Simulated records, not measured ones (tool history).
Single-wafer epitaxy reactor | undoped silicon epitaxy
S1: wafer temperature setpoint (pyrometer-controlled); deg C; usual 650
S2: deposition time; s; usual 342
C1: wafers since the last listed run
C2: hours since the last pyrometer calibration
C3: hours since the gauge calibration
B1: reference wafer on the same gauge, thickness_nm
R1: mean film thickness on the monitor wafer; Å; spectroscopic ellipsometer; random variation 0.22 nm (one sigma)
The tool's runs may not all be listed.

run,day,S1,S2,C1,C2,C3,B1,R1
1,0,641,366,0,1306.8,149.5,60.672,574.58
2,0.446,638,342,36,1317.5,160.2,60.707,505.72
3,1.079,638,342,51,1332.7,175.4,60.687,506.24
4,1.446,654,342,29,1341.5,184.2,60.7,699.3
5,1.779,650,360,27,1349.5,192.2,60.712,676.87
6,2.167,650,342,31,1358.8,201.5,60.632,643.15
7,2.462,650,342,24,1365.9,208.6,60.685,648.64
8,3.088,650,342,50,1380.9,223.6,60.698,646.46
9,3.358,650,296,22,1387.4,230.1,60.726,562.23
10,3.988,650,296,51,1402.5,245.2,60.646,563.82
11,4.442,650,362,36,1413.4,256.1,60.744,685.2
12,4.854,650,342,33,1423.3,266,60.662,654.06
13,5.471,647,342,50,1438.1,280.8,60.758,614.44
14,5.958,647,342,39,1449.8,292.5,60.728,616.32
# day 7.717: pyrometer calibrated
15,8.058,647,342,143,8.2,342.9,60.688,587.28
16,8.871,658,342,66,27.7,362.4,60.693,730.56
17,9.183,650,342,25,35.2,369.9,60.712,624.37
18,9.662,650,342,38,46.7,381.4,60.706,623.53
19,10.304,650,342,52,62.1,396.8,60.76,622.23
20,10.792,650,342,39,73.8,408.5,60.732,627.01
21,11.462,650,342,54,89.9,424.6,60.664,621.33
22,11.8,650,342,27,98,432.7,60.693,620.03
23,12.146,662,386,28,106.3,441,60.65,886.88
24,12.608,650,342,37,117.4,452.1,60.724,618.37
# day 13.05: gauge calibrated
25,13.258,650,390,52,133,5,60.684,716.96
26,13.55,650,315,23,140,12,60.729,573.7
27,13.962,663,313,33,149.9,21.9,60.708,742.92
28,14.438,650,298,38,161.3,33.3,60.682,542.29
29,14.992,655,397,45,174.6,46.6,60.683,794.69
30,15.346,637,397,28,183.1,55.1,60.702,558.86
31,15.908,640,391,45,196.6,68.6,60.689,583.18
32,16.396,650,342,39,208.3,80.3,60.709,626.09
33,16.829,654,371,35,218.7,90.7,60.703,729.7
34,17.171,665,277,27,226.9,98.9,60.775,676.37
35,17.721,640,275,44,240.1,112.1,60.675,408.34
36,18.296,660,382,46,253.9,125.9,60.655,845.01
37,18.733,661,363,35,264.4,136.4,60.743,822.64
38,19.362,650,342,51,279.5,151.5,60.691,624.62
39,20.104,658,395,60,297.3,169.3,60.704,844.66
40,20.7,658,405,48,311.6,183.6,60.675,862.94
41,21.171,639,322,38,322.9,194.9,60.746,475.2
42,21.862,650,342,56,339.5,211.5,60.659,628.26
43,23.575,650,397,139,380.6,252.6,60.695,724.88
44,24.067,650,342,39,392.4,264.4,60.758,624.06

What the log doesn't show, run by run:
gauge reads high (%): 0 in every run
H1: wafer temperature above the value expected at the setpoint (K)
run,H1
1,2.82
2,2.87
3,2.94
4,2.97
5,3.01
6,3.05
7,3.08
8,3.15
9,3.18
10,3.25
11,3.3
12,3.34
13,3.41
14,3.46
15,1.1
16,1.1
17,1.1
18,1.1
19,1.1
20,1.11
21,1.11
22,1.11
23,1.12
24,1.12
25,1.13
26,1.13
27,1.13
28,1.14
29,1.15
30,1.15
31,1.16
32,1.17
33,1.18
34,1.18
35,1.19
36,1.2
37,1.21
38,1.22
39,1.24
40,1.26
41,1.27
42,1.28
43,1.33
44,1.35

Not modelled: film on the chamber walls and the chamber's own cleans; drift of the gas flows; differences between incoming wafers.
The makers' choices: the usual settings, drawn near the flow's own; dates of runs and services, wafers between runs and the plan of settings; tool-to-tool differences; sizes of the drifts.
